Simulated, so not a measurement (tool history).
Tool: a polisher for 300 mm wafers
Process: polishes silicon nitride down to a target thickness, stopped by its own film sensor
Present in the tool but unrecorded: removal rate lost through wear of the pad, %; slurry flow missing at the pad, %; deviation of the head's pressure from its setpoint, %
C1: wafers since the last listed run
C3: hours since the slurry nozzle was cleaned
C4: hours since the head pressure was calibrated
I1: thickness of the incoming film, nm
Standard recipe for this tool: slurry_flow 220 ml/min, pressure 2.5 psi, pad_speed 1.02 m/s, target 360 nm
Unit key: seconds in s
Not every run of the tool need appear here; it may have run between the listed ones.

Run 1, hour 0.0: usual settings but pressure 1.9 psi; C1 0; wafers polished on this pad 842; C3 633.0; C4 433.9; I1 517.9. Result: seconds 166.3 s.
At hour 69.3: slurry nozzle cleaned.
Run 2, hour 106.2: usual settings but slurry_flow 280 ml/min; C1 723; wafers polished on this pad 1565; C3 36.9; C4 540.1; I1 503.4. Result: seconds 102.0 s.
Run 3, hour 199.2: usual settings but slurry_flow 280 ml/min; C1 639; wafers polished on this pad 2204; C3 129.9; C4 633.1; I1 509.4. Result: seconds 106.8 s.
At hour 247.3: head pressure recalibrated.
Run 4, hour 247.8: usual settings but slurry_flow 280 ml/min; C1 320; wafers polished on this pad 2525; C3 178.5; C4 0.5; I1 510.7. Result: seconds 105.2 s.
Run 5, hour 324.7: usual settings; C1 528; wafers polished on this pad 3053; C3 255.4; C4 77.4; I1 512.8. Result: seconds 112.3 s.
Run 6, hour 391.1: usual settings; C1 456; wafers polished on this pad 3510; C3 321.8; C4 143.8; I1 511.5. Result: seconds 117.2 s.
Run 7, hour 469.7: usual settings; C1 540; wafers polished on this pad 4050; C3 400.4; C4 222.4; I1 508.0. Result: seconds 112.1 s.
At hour 477.8: worn pad replaced by a new one.
Run 8, hour 568.4: usual settings; C1 650; wafers polished on this pad 622; C3 499.1; C4 321.1; I1 505.1. Result: seconds 114.7 s.
Run 9, hour 667.3: usual settings but pressure 2.3 psi, target 384 nm; C1 679; wafers polished on this pad 1302; C3 598.0; C4 420.0; I1 504.5. Result: seconds 102.0 s.
At hour 717.8: slurry nozzle cleaned.
Run 10, hour 742.1: usual settings but pressure 2.3 psi, target 384 nm; C1 507; wafers polished on this pad 1809; C3 24.3; C4 494.8; I1 511.8. Result: seconds 101.2 s.
Run 11, hour 837.4: usual settings but pressure 2.3 psi, target 384 nm; C1 655; wafers polished on this pad 2464; C3 119.6; C4 590.1; I1 512.5. Result: seconds 103.0 s.
At hour 905.4: head pressure recalibrated.
Run 12, hour 905.9: usual settings but target 319 nm; C1 457; wafers polished on this pad 2921; C3 188.1; C4 0.5; I1 502.8. Result: seconds 136.3 s.
Run 13, hour 972.7: usual settings but target 319 nm; C1 459; wafers polished on this pad 3381; C3 254.9; C4 67.3; I1 504.8. Result: seconds 141.4 s.
Run 14, hour 1017.6: usual settings; C1 308; wafers polished on this pad 3689; C3 299.8; C4 112.2; I1 511.7. Result: seconds 114.0 s.
Run 15, hour 1082.4: usual settings but pressure 3.2 psi; C1 445; wafers polished on this pad 4135; C3 364.6; C4 177.0; I1 520.8. Result: seconds 94.6 s.
At hour 1150.0: worn pad replaced by a new one.
Run 16, hour 1185.8: usual settings; C1 683; wafers polished on this pad 246; C3 468.0; C4 280.4; I1 518.7. Result: seconds 125.4 s.
Run 17, hour 1242.8: usual settings but pad_speed 1.34 m/s, target 333 nm; C1 391; wafers polished on this pad 637; C3 525.0; C4 337.4; I1 509.1. Result: seconds 114.2 s.
At hour 1290.1: slurry nozzle cleaned.
Run 18, hour 1306.2: usual settings but pressure 2.2 psi; C1 428; wafers polished on this pad 1066; C3 16.1; C4 400.8; I1 509.6. Result: seconds 123.7 s.
Run 19, hour 1360.9: usual settings but slurry_flow 175 ml/min, pressure 2.8 psi, pad_speed 1.12 m/s, target 313 nm; C1 375; wafers polished on this pad 1442; C3 70.8; C4 455.5; I1 508.5. Result: seconds 122.5 s.
Run 20, hour 1454.6: usual settings; C1 644; wafers polished on this pad 2086; C3 164.5; C4 549.2; I1 518.8. Result: seconds 117.5 s.
Run 21, hour 1513.1: usual settings but pad_speed 0.84 m/s, target 322 nm; C1 402; wafers polished on this pad 2488; C3 223.0; C4 607.7; I1 505.4. Result: seconds 161.5 s.
At hour 1598.1: head pressure recalibrated.
Run 22, hour 1611.3: usual settings but pad_speed 1.20 m/s; C1 661; wafers polished on this pad 3150; C3 321.2; C4 13.2; I1 509.3. Result: seconds 100.2 s.
Run 23, hour 1663.2: usual settings but pad_speed 1.20 m/s; C1 356; wafers polished on this pad 3506; C3 373.1; C4 65.1; I1 514.8. Result: seconds 103.6 s.
Run 24, hour 1739.4: usual settings but slurry_flow 250 ml/min, pad_speed 1.16 m/s, target 394 nm; C1 523; wafers polished on this pad 4030; C3 449.3; C4 141.3; I1 507.0. Result: seconds 74.9 s.
At hour 1763.2: worn pad replaced by a new one.
Run 25, hour 1802.0: usual settings but slurry_flow 160 ml/min, pressure 1.9 psi, target 338 nm; C1 402; wafers polished on this pad 266; C3 511.9; C4 203.9; I1 517.8. Result: seconds 200.8 s.
Run 26, hour 1849.5: usual settings but pad_speed 1.14 m/s; C1 326; wafers polished on this pad 593; C3 559.4; C4 251.4; I1 510.3. Result: seconds 110.0 s.
At hour 1924.0: slurry nozzle cleaned.
Run 27, hour 1942.3: usual settings but target 325 nm; C1 630; wafers polished on this pad 1224; C3 18.3; C4 344.2; I1 512.0. Result: seconds 139.9 s.
Run 28, hour 2031.4: usual settings but pad_speed 0.88 m/s; C1 612; wafers polished on this pad 1836; C3 107.4; C4 433.3; I1 501.9. Result: seconds 113.8 s.
Run 29, hour 2114.0: usual settings but pressure 2.9 psi, pad_speed 1.12 m/s, target 327 nm; C1 567; wafers polished on this pad 2404; C3 190.0; C4 515.9; I1 511.2. Result: seconds 108.6 s.
Run 30, hour 2157.6: usual settings but pressure 1.8 psi; C1 299; wafers polished on this pad 2704; C3 233.6; C4 559.5; I1 517.7. Result: seconds 165.7 s.
Run 31, hour 2221.3: usual settings but pad_speed 0.78 m/s, target 339 nm; C1 437; wafers polished on this pad 3141; C3 297.3; C4 623.2; I1 518.1. Result: seconds 167.7 s.
Run 32, hour 2311.5: usual settings but slurry_flow 150 ml/min, pressure 2.8 psi; C1 619; wafers polished on this pad 3761; C3 387.5; C4 713.4; I1 509.5. Result: seconds 110.2 s.
At hour 2327.2: head pressure recalibrated.
At hour 2353.8: worn pad replaced by a new one.
Run 33, hour 2397.1: usual settings; C1 547; wafers polished on this pad 297; C3 473.1; C4 69.9; I1 505.5. Result: seconds 112.1 s.
Run 34, hour 2479.4: usual settings but slurry_flow 270 ml/min, pressure 1.6 psi, pad_speed 1.22 m/s, target 379 nm; C1 565; wafers polished on this pad 863; C3 555.4; C4 152.2; I1 516.6. Result: seconds 141.5 s.
Run 35, hour 2551.3: usual settings; C1 494; wafers polished on this pad 1357; C3 627.3; C4 224.1; I1 508.5. Result: seconds 116.7 s.
At hour 2583.1: slurry nozzle cleaned.
Run 36, hour 2593.3: usual settings but slurry_flow 145 ml/min; C1 281; wafers polished on this pad 1639; C3 10.2; C4 266.1; I1 511.2. Result: seconds 120.8 s.
Run 37, hour 2662.2: usual settings but pad_speed 0.66 m/s, target 314 nm; C1 473; wafers polished on this pad 2112; C3 79.1; C4 335.0; I1 519.4. Result: seconds 210.1 s.

Give the tool's hidden conditions for every run:
removal rate lost through wear of the pad, %: 0 on each run
deviation of the head's pressure from its setpoint, %: 0 on each run
H1: slurry flow missing at the pad, %
run    H1
  1  40.9
  2  2.96
  3  8.75
  4  11.8
  5  16.6
  6  20.7
  7  25.6
  8  31.7
  9  37.9
 10  7.83
 11  13.8
 12    18
 13  22.2
 14    25
 15    29
 16  35.5
 17    39
 18  4.15
 19  7.56
 20  13.4
 21    17
 22  23.1
 23  26.4
 24  31.1
 25    35
 26    38
 27  1.55
 28  7.09
 29  12.2
 30    15
 31  18.9
 32  24.5
 33  29.9
 34    35
 35  39.5
 36  1.93
 37  6.22
